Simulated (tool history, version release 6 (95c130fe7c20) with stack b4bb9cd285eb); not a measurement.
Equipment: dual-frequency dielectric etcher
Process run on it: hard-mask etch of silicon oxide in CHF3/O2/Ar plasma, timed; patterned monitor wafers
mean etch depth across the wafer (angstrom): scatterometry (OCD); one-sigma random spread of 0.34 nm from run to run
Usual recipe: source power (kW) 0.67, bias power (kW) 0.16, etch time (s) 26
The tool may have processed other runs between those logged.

run    hour  source power (kW)  bias power (kW)  etch time (s)  read-back reference wafer on the same gauge, depth_nm  mean etch depth across the wafer (angstrom)
  1       0               0.67             0.16             26                                                   56.7                                          533
  2    31.9               0.67            0.183             26                                                   56.9                                          556
  3    78.8               0.67             0.16             26                                                   56.8                                          537
  4   131.1               0.67             0.16             26                                                   56.8                                          543
  5   202.8               0.67             0.16             26                                                   56.8                                          534
        222  -- gauge calibrated
  6   249.2               0.67             0.16             26                                                   56.7                                          539
  7   310.9               0.67            0.142             21                                                   56.8                                          424
  8   336.6               0.67            0.142             21                                                   56.8                                          422
      393.7  -- upper electrode replaced
  9   394.2               0.67            0.142             21                                                   56.8                                          428
      430.1  -- wet clean of the chamber
 10   450.3               0.67             0.16           31.5                                                   56.8                                          658
 11   486.8               0.67             0.16             26                                                   56.8                                          535
 12   549.8               0.67             0.16             26                                                   56.8                                          538
        559  -- source power generator calibrated
 13   579.1               0.67             0.16             26                                                   56.7                                          536
 14   611.8               0.57             0.16           23.5                                                   56.8                                          463
 15   682.3               0.67             0.16             26                                                   56.7                                          540
 16   733.7               0.63             0.16             26                                                   56.8                                          526
 17   787.8               0.53            0.122           31.5                                                   56.7                                          575
      858.1  -- wet clean of the chamber
 18   858.6               0.57            0.129             19                                                   56.8                                          359
 19   889.3               0.54             0.16             26                                                   56.8                                          505
 20   913.5               0.67             0.16             26                                                   56.9                                          536
      934.3  -- bias power generator calibrated
      961.8  -- gauge calibrated
 21   981.7               0.67            0.121             20                                                   56.9                                          391
 22    1047               0.67             0.16             26                                                   56.8                                          543
 23  1079.9                0.6            0.186           21.5                                                   56.8                                          445
 24  1133.8               0.67            0.142             21                                                   56.8                                          426
 25  1199.2               0.67            0.138           19.5                                                   56.8                                          390
 26  1239.3               0.74             0.16             26                                                   56.8                                          552
     1271.9  -- wet clean of the chamber
 27  1294.5                0.5            0.121             26                                                   56.8                                          470

Consider 3 possible next runs. They are alternatives, not a sequence: every one starts from the tool as it was left by run 27. What does each give?
  A  1294.9               0.67             0.16           30.5                                                      ?                                            ?
  B  1294.9               0.67            0.121           22.5                                                      ?                                            ?
  C  1294.9               0.52            0.191             23                                                      ?                                            ?

run  read-back reference wafer on the same gauge, depth_nm  mean etch depth across the wafer (angstrom)
  A                                                   56.7                                          633
  B                                                   56.7                                          442
  C                                                   56.7                                          462
The same runs, with their run-to-run variation unchanged, on a tool lacking any hidden condition would have given:
run  mean etch depth across the wafer (angstrom)
  A                                          633
  B                                          442
  C                                          462
